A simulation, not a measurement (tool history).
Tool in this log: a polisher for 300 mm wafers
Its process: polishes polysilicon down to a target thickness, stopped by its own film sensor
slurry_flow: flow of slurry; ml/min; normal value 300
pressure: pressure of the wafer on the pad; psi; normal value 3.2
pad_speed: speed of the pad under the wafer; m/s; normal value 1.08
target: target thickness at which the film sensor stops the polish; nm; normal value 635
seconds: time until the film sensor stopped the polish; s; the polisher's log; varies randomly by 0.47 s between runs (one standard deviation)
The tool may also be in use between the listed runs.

run	hour	slurry_flow	pressure	pad_speed	target	incoming thickness of the incoming film, nm	seconds
1	0.0	300	4.0	1.08	635	994.4	30.9
# hour 21.6: slurry nozzle cleaned
2	57.0	300	3.2	1.08	588	989.5	40.1
# hour 71.2: worn pad replaced by a new one
3	94.4	300	3.2	1.08	635	1008.9	32.9
4	123.3	300	3.2	1.08	635	1006.1	33.7
5	188.9	300	3.2	1.08	635	1007.5	34.3
6	222.9	300	3.2	1.08	635	999.9	34.1
7	252.8	300	3.2	1.08	635	995.3	33.5
8	306.4	300	3.2	1.08	541	990.8	43.2
9	363.0	300	3.2	1.08	541	1012.6	43.1
10	410.7	300	3.2	0.80	635	1002.0	46.9
11	466.7	300	3.2	0.80	635	978.3	43.4
# hour 469.2: slurry nozzle cleaned
# hour 484.2: worn pad replaced by a new one
# hour 515.8: head pressure recalibrated
12	565.0	300	3.6	1.08	586	1016.5	35.9
13	630.1	355	3.2	1.08	635	1008.2	34.5
14	697.5	215	3.2	1.08	635	999.9	36.7
15	743.9	210	3.2	1.08	747	999.0	24.8
16	807.5	300	3.7	0.78	635	1008.1	43.9
17	878.3	330	3.2	1.26	635	1003.8	29.3
# hour 925.0: worn pad replaced by a new one
# hour 928.4: slurry nozzle cleaned
18	936.6	375	3.8	1.08	635	983.1	25.3
19	977.2	300	2.3	1.18	635	1005.0	37.2
20	1048.6	355	3.2	1.08	635	1019.4	33.7
# hour 1064.9: head pressure recalibrated
21	1077.0	215	3.2	1.08	635	1004.3	36.2
22	1128.6	300	3.2	1.08	635	990.2	34.6
23	1169.9	300	3.2	1.08	635	990.4	34.2
24	1202.0	225	2.7	1.08	598	1006.1	47.5
25	1228.8	300	3.6	1.08	586	1011.4	38.1
26	1258.7	300	3.2	1.40	562	995.7	32.5
# hour 1283.2: slurry nozzle cleaned
27	1303.3	225	2.3	1.08	751	995.8	31.5
28	1351.9	300	3.2	1.08	635	1010.1	35.9
# hour 1384.2: worn pad replaced by a new one
29	1385.8	300	3.6	1.08	635	1002.8	27.8
30	1427.6	300	3.6	1.08	585	987.3	31.2
31	1454.3	195	4.1	1.36	635	1011.8	22.5
32	1494.2	250	3.2	1.28	635	1007.3	27.5
33	1531.8	300	3.2	1.08	541	998.6	41.0
34	1573.3	300	3.2	0.92	703	1010.0	31.9
# hour 1658.3: head pressure recalibrated
35	1702.3	300	3.2	1.08	635	1000.4	35.9

Below are 5 alternative next runs, each starting from the tool's condition after run 35. Predict each:
A	1702.7	300	3.2	1.08	635	990.4	?
B	1702.7	300	3.7	1.08	635	990.4	?
C	1702.7	380	4.3	1.08	635	990.4	?
D	1702.7	240	3.2	0.84	635	990.4	?
E	1702.7	400	3.2	1.08	635	990.4	?

run	seconds
A	34.4
B	30.6
C	26.5
D	45.4
E	33.6
With no hidden state in the tool, these same runs would have given:
run	seconds
A	30.5
B	27.1
C	23.5
D	40.2
E	29.8
